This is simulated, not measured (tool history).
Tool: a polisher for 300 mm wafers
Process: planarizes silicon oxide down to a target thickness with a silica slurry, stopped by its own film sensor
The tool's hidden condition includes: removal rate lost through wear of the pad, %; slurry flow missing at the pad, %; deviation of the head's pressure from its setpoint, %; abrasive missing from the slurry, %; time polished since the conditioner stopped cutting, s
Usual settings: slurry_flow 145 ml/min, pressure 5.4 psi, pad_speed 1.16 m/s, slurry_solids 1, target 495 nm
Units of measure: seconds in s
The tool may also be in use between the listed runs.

run     day  slurry_flow  pressure  pad_speed  slurry_solids  target  wafers since the last listed run  wafers polished on this pad  hours since the slurry nozzle was cleaned  hours since the head pressure was calibrated  hours since the slurry blender was calibrated  hours since the conditioning disc was replaced  incoming thickness of the incoming film, nm  seconds
  1   0.000          145       5.4       1.16              1     495                                 0                         2004                                       53.9                                         207.8                                            0.7                                            81.8                                        823.1     74.9
      0.988  -- worn pad replaced by a new one
  2   1.700          145       5.4       1.16              1     495                               416                          192                                       94.7                                         248.6                                           41.5                                           122.6                                        819.8     76.3
  3   2.992          145       5.4       1.44              1     495                               350                          543                                      125.7                                         279.6                                           72.5                                           153.6                                        835.0     68.4
      5.400  -- conditioning disc replaced and pad reconditioned
  4   5.846          145       5.4       1.44              1     495                               751                         1295                                      194.2                                         348.1                                          141.0                                            10.7                                        831.9     69.9
      6.846  -- head pressure recalibrated
  5   6.879          160       5.4       1.16              1     495                               257                         1553                                      219.0                                           0.8                                          165.8                                            35.5                                        826.8     72.7
      7.917  -- slurry blender recalibrated
      8.379  -- worn pad replaced by a new one
  6   9.175          145       5.4       1.16              1     495                               555                          215                                      274.1                                          55.9                                           30.2                                            90.6                                        837.9     80.2
  7  10.183          145       5.4       1.16              1     495                               273                          489                                      298.3                                          80.1                                           54.4                                           114.8                                        826.5     80.0
  8  12.021          145       5.4       1.16              1     495                               498                          988                                      342.4                                         124.2                                           98.5                                           158.9                                        844.1     89.8
  9  14.212          120       5.4       1.16              1     495                               594                         1582                                      395.0                                         176.8                                          151.1                                           211.5                                        844.5    103.9
     14.400  -- conditioning disc replaced and pad reconditioned
     14.708  -- slurry nozzle cleaned
     15.762  -- worn pad replaced by a new one
 10  15.783          145       5.4       1.16              1     495                               347                            5                                       25.8                                         214.5                                          188.8                                            33.2                                        831.9     81.5

For run 11, what comes out?
     16.242  -- slurry blender recalibrated
 11  17.938          145       4.8       1.44              1     495                               561                          567                                       77.5                                         266.2                                           40.7                                            84.9                                        828.1        ?

seconds: 75.6 s
Minus the tool's unlogged condition, the same run would have read seconds 68.7 s.
